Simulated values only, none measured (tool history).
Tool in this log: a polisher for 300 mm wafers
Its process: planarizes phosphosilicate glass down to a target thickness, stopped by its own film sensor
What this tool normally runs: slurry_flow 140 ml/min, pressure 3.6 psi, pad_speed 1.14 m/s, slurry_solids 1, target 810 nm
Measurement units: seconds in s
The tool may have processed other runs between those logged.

| run | hour | slurry_flow | pressure | pad_speed | slurry_solids | target | wafers since the last listed run | wafers polished on this pad | hours since the slurry nozzle was cleaned | hours since the head pressure was calibrated | hours since the slurry blender was calibrated | hours since the conditioning disc was replaced | incoming thickness of the incoming film, nm | seconds |
|---|---|---|---|---|---|---|---|---|---|---|---|---|---|---|
| 1 | 0 | 140 | 3.6 | 1.14 | 1 | 810 | 0 | 337 | 0.5 | 1084.8 | 173.1 | 212.4 | 1677.3 | 66.6 |
|  | 15 | slurry blender recalibrated |
| 2 | 19.1 | 140 | 3.6 | 1.44 | 1 | 810 | 185 | 522 | 19.6 | 1103.9 | 4.1 | 231.5 | 1681.1 | 57 |
| 3 | 44.3 | 140 | 3.6 | 1.44 | 1 | 810 | 273 | 796 | 44.8 | 1129.1 | 29.3 | 256.7 | 1666.2 | 56.7 |
|  | 65.5 | head pressure recalibrated |
| 4 | 72.3 | 140 | 2.8 | 1.14 | 1 | 1011 | 282 | 1078 | 72.8 | 6.8 | 57.3 | 284.7 | 1668.8 | 68.6 |
| 5 | 85.2 | 140 | 2.8 | 1.14 | 1 | 1011 | 140 | 1219 | 85.7 | 19.7 | 70.2 | 297.6 | 1684.3 | 67.5 |
| 6 | 103.9 | 140 | 3.6 | 1.14 | 0.8 | 982 | 203 | 1422 | 104.4 | 38.4 | 88.9 | 316.3 | 1635.2 | 56.8 |
| 7 | 124.6 | 140 | 4.1 | 0.82 | 0.75 | 810 | 224 | 1646 | 125.1 | 59.1 | 109.6 | 337 | 1660.3 | 85 |
|  | 155.4 | worn pad replaced by a new one |
| 8 | 155.9 | 140 | 3.6 | 1.14 | 1 | 810 | 296 | 5 | 156.4 | 90.4 | 140.9 | 368.3 | 1660.9 | 65.4 |
|  | 224.9 | slurry blender recalibrated |
| 9 | 235.4 | 140 | 3.6 | 1.48 | 1 | 965 | 841 | 847 | 235.9 | 169.9 | 10.5 | 447.8 | 1655.1 | 44.7 |
| 10 | 254.4 | 185 | 3.6 | 1.14 | 1 | 810 | 206 | 1054 | 254.9 | 188.9 | 29.5 | 466.8 | 1654.6 | 61.8 |
| 11 | 274.1 | 110 | 4.1 | 0.8 | 1.15 | 810 | 213 | 1268 | 274.6 | 208.6 | 49.2 | 486.5 | 1695.1 | 83.1 |
|  | 288.7 | slurry nozzle cleaned |
| 12 | 296.9 | 115 | 3.6 | 1.3 | 1 | 810 | 236 | 1504 | 8.2 | 231.4 | 72 | 509.3 | 1665.7 | 68 |
| 13 | 313.2 | 140 | 3.6 | 1.14 | 1 | 1091 | 177 | 1681 | 24.5 | 247.7 | 88.3 | 525.6 | 1669.9 | 48.8 |
|  | 338.9 | worn pad replaced by a new one |
| 14 | 345 | 140 | 3.6 | 1.14 | 0.9 | 810 | 301 | 65 | 56.3 | 279.5 | 120.1 | 557.4 | 1687.3 | 68.1 |
|  | 361.3 | conditioning disc replaced and pad reconditioned |
| 15 | 376.7 | 105 | 3.6 | 0.94 | 0.85 | 810 | 322 | 388 | 88 | 311.2 | 151.8 | 15.4 | 1695 | 89 |
|  | 392.4 | slurry blender recalibrated |
| 16 | 399.9 | 140 | 4.7 | 1.3 | 0.9 | 517 | 230 | 618 | 111.2 | 334.4 | 7.5 | 38.6 | 1656.4 | 61.5 |
| 17 | 424.5 | 110 | 4.3 | 0.88 | 1.3 | 810 | 267 | 886 | 135.8 | 359 | 32.1 | 63.2 | 1666.5 | 67.5 |
| 18 | 438.3 | 140 | 3.6 | 1.14 | 1 | 810 | 149 | 1035 | 149.6 | 372.8 | 45.9 | 77 | 1644.7 | 65.8 |
| 19 | 457.8 | 140 | 3.2 | 1.14 | 1 | 810 | 211 | 1247 | 169.1 | 392.3 | 65.4 | 96.5 | 1668.1 | 77.9 |
| 20 | 484.8 | 155 | 3.6 | 1.14 | 1 | 810 | 293 | 1540 | 196.1 | 419.3 | 92.4 | 123.5 | 1682.5 | 68.4 |
| 21 | 502.4 | 140 | 3.6 | 1.14 | 1 | 810 | 191 | 1732 | 213.7 | 436.9 | 110 | 141.1 | 1669.9 | 70.7 |
|  | 517.4 | worn pad replaced by a new one |
| 22 | 523.3 | 155 | 3.6 | 1.14 | 1 | 810 | 183 | 64 | 234.6 | 457.8 | 130.9 | 162 | 1675 | 61.9 |
| 23 | 546.1 | 140 | 3.6 | 1.14 | 1 | 810 | 247 | 312 | 257.4 | 480.6 | 153.7 | 184.8 | 1686.9 | 66.9 |
|  | 569.7 | slurry blender recalibrated |
| 24 | 571.9 | 140 | 4.1 | 1.02 | 1 | 810 | 258 | 570 | 283.2 | 506.4 | 2.2 | 210.6 | 1666 | 62.7 |
|  | 585.5 | slurry nozzle cleaned |
| 25 | 586 | 90 | 3.6 | 1.14 | 1.15 | 889 | 142 | 712 | 0.5 | 520.5 | 16.3 | 224.7 | 1683.3 | 66.1 |

For each run, what was the tool's unlogged condition?
slurry flow missing at the pad, %: 0, the same for each run
deviation of the head's pressure from its setpoint, %: 0, the same for each run
abrasive missing from the slurry, %: 0, the same for each run
time polished since the conditioner stopped cutting, s: 0, the same for each run
H1: removal rate lost through wear of the pad, %
| run | H1 |
|---|---|
| 1 | 0.855 |
| 2 | 1.46 |
| 3 | 2.68 |
| 4 | 4.61 |
| 5 | 5.7 |
| 6 | 7.5 |
| 7 | 9.81 |
| 8 | 2.95 |
| 9 | 5.39 |
| 10 | 6.68 |
| 11 | 8.32 |
| 12 | 10.6 |
| 13 | 12.4 |
| 14 | 1.17 |
| 15 | 1.7 |
| 16 | 2.58 |
| 17 | 3.95 |
| 18 | 4.92 |
| 19 | 6.54 |
| 20 | 9.26 |
| 21 | 11.3 |
| 22 | 0.906 |
| 23 | 1.21 |
| 24 | 2.03 |
| 25 | 2.69 |
